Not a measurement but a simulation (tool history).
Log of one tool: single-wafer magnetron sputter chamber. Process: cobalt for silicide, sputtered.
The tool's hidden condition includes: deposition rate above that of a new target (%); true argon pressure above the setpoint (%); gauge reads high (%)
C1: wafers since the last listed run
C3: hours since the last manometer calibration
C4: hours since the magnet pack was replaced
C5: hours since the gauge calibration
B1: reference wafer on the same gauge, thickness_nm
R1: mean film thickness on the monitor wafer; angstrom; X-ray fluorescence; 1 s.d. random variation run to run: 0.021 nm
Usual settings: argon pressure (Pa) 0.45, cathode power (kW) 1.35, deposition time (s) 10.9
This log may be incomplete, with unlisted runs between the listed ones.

Run 1, hour 0: usual settings; C1 0; wafers on the sputter target 6280; C3 2081.5; C4 3654.8; C5 367.2; B1 6.701. Result: R1 67.65 angstrom.
At hour 4.7: sputter target and shields replaced.
Run 2, hour 25.7: usual settings but argon pressure (Pa) 0.495, cathode power (kW) 1.6; C1 1070; wafers on the sputter target 1070; C3 2107.2; C4 3680.5; C5 392.9; B1 6.711. Result: R1 78.96 angstrom.
Run 3, hour 57.9: usual settings but argon pressure (Pa) 0.495, cathode power (kW) 1.6; C1 1637; wafers on the sputter target 2707; C3 2139.4; C4 3712.7; C5 425.1; B1 6.715. Result: R1 78.55 angstrom.
Run 4, hour 91.2: usual settings; C1 1693; wafers on the sputter target 4401; C3 2172.7; C4 3746; C5 458.4; B1 6.724. Result: R1 68.02 angstrom.
Run 5, hour 125.7: usual settings; C1 1754; wafers on the sputter target 6156; C3 2207.2; C4 3780.5; C5 492.9; B1 6.73. Result: R1 68.15 angstrom.
Run 6, hour 140.4: usual settings; C1 747; wafers on the sputter target 6903; C3 2221.9; C4 3795.2; C5 507.6; B1 6.734. Result: R1 68.03 angstrom.
At hour 156.3: sputter target and shields replaced.
Run 7, hour 169.3: usual settings; C1 1062; wafers on the sputter target 659; C3 2250.8; C4 3824.1; C5 536.5; B1 6.741. Result: R1 67.88 angstrom.
Run 8, hour 181.9: usual settings; C1 640; wafers on the sputter target 1300; C3 2263.4; C4 3836.7; C5 549.1; B1 6.743. Result: R1 68.23 angstrom.
Run 9, hour 199.5: usual settings; C1 895; wafers on the sputter target 2195; C3 2281; C4 3854.3; C5 566.7; B1 6.742. Result: R1 68.45 angstrom.
Run 10, hour 212.1: usual settings; C1 640; wafers on the sputter target 2836; C3 2293.6; C4 3866.9; C5 579.3; B1 6.75. Result: R1 68.07 angstrom.
At hour 238.4: magnet pack replaced.
Run 11, hour 242.3: usual settings; C1 1129; wafers on the sputter target 3965; C3 2323.8; C4 3.9; C5 609.5; B1 6.761. Result: R1 68.58 angstrom.
Run 12, hour 259.4: usual settings but argon pressure (Pa) 0.331, cathode power (kW) 1.15; C1 869; wafers on the sputter target 4835; C3 2340.9; C4 21; C5 626.6; B1 6.764. Result: R1 60.39 angstrom.
Run 13, hour 286: usual settings but argon pressure (Pa) 0.377, cathode power (kW) 1.6, deposition time (s) 10.3; C1 1352; wafers on the sputter target 6188; C3 2367.5; C4 47.6; C5 653.2; B1 6.774. Result: R1 78.12 angstrom.
At hour 298.2: gauge calibrated.
At hour 304: sputter target and shields replaced.
Run 14, hour 307.9: usual settings but argon pressure (Pa) 0.357, cathode power (kW) 1.6; C1 706; wafers on the sputter target 198; C3 2389.4; C4 69.5; C5 9.7; B1 6.681. Result: R1 81.9 angstrom.
Run 15, hour 339.2: usual settings but argon pressure (Pa) 0.383, cathode power (kW) 1.15, deposition time (s) 13.1; C1 1591; wafers on the sputter target 1790; C3 2420.7; C4 100.8; C5 41; B1 6.682. Result: R1 70.77 angstrom.
Run 16, hour 363.4: usual settings but argon pressure (Pa) 0.6, cathode power (kW) 1.45, deposition time (s) 12.3; C1 1230; wafers on the sputter target 3021; C3 2444.9; C4 125; C5 65.2; B1 6.684. Result: R1 78.01 angstrom.
Run 17, hour 385.6: usual settings but argon pressure (Pa) 0.344, cathode power (kW) 1.25; C1 1129; wafers on the sputter target 4150; C3 2467.1; C4 147.2; C5 87.4; B1 6.693. Result: R1 64.59 angstrom.
Run 18, hour 397.7: usual settings; C1 615; wafers on the sputter target 4765; C3 2479.2; C4 159.3; C5 99.5; B1 6.688. Result: R1 67.35 angstrom.
Run 19, hour 413.2: usual settings but argon pressure (Pa) 0.619, cathode power (kW) 1.5, deposition time (s) 11.7; C1 788; wafers on the sputter target 5554; C3 2494.7; C4 174.8; C5 115; B1 6.69. Result: R1 76.63 angstrom.
At hour 423.8: capacitance manometer re-zeroed and calibrated.
At hour 448.1: sputter target and shields replaced.
Run 20, hour 506.4: usual settings but cathode power (kW) 1.55, deposition time (s) 9.9; C1 3926; wafers on the sputter target 2965; C3 82.6; C4 268; C5 208.2; B1 6.685. Result: R1 70.22 angstrom.
Run 21, hour 531.7: usual settings; C1 1286; wafers on the sputter target 4252; C3 107.9; C4 293.3; C5 233.5; B1 6.695. Result: R1 68.06 angstrom.

Branching from run 21: 4 alternative next runs. What would each branch give?
Run A, hour 532.1: usual settings but argon pressure (Pa) 0.516; C1 20; wafers on the sputter target 4272; C3 108.3; C4 293.7; C5 233.9; B1 ?. Result: R1 ?.
Run B, hour 532.1: usual settings but argon pressure (Pa) 0.545, deposition time (s) 12.6; C1 20; wafers on the sputter target 4272; C3 108.3; C4 293.7; C5 233.9; B1 ?. Result: R1 ?.
Run C, hour 532.1: usual settings but cathode power (kW) 1.6; C1 20; wafers on the sputter target 4272; C3 108.3; C4 293.7; C5 233.9; B1 ?. Result: R1 ?.
Run D, hour 532.1: usual settings but cathode power (kW) 1.65; C1 20; wafers on the sputter target 4272; C3 108.3; C4 293.7; C5 233.9; B1 ?. Result: R1 ?.

run    B1     R1
  A  6.69  66.25
  B  6.69  75.91
  C  6.69  79.94
  D  6.69  82.41
Take away the tool's hidden state, keep each run's random variation, and the runs would have read:
run     R1
  A  66.09
  B  75.74
  C  79.76
  D  82.22
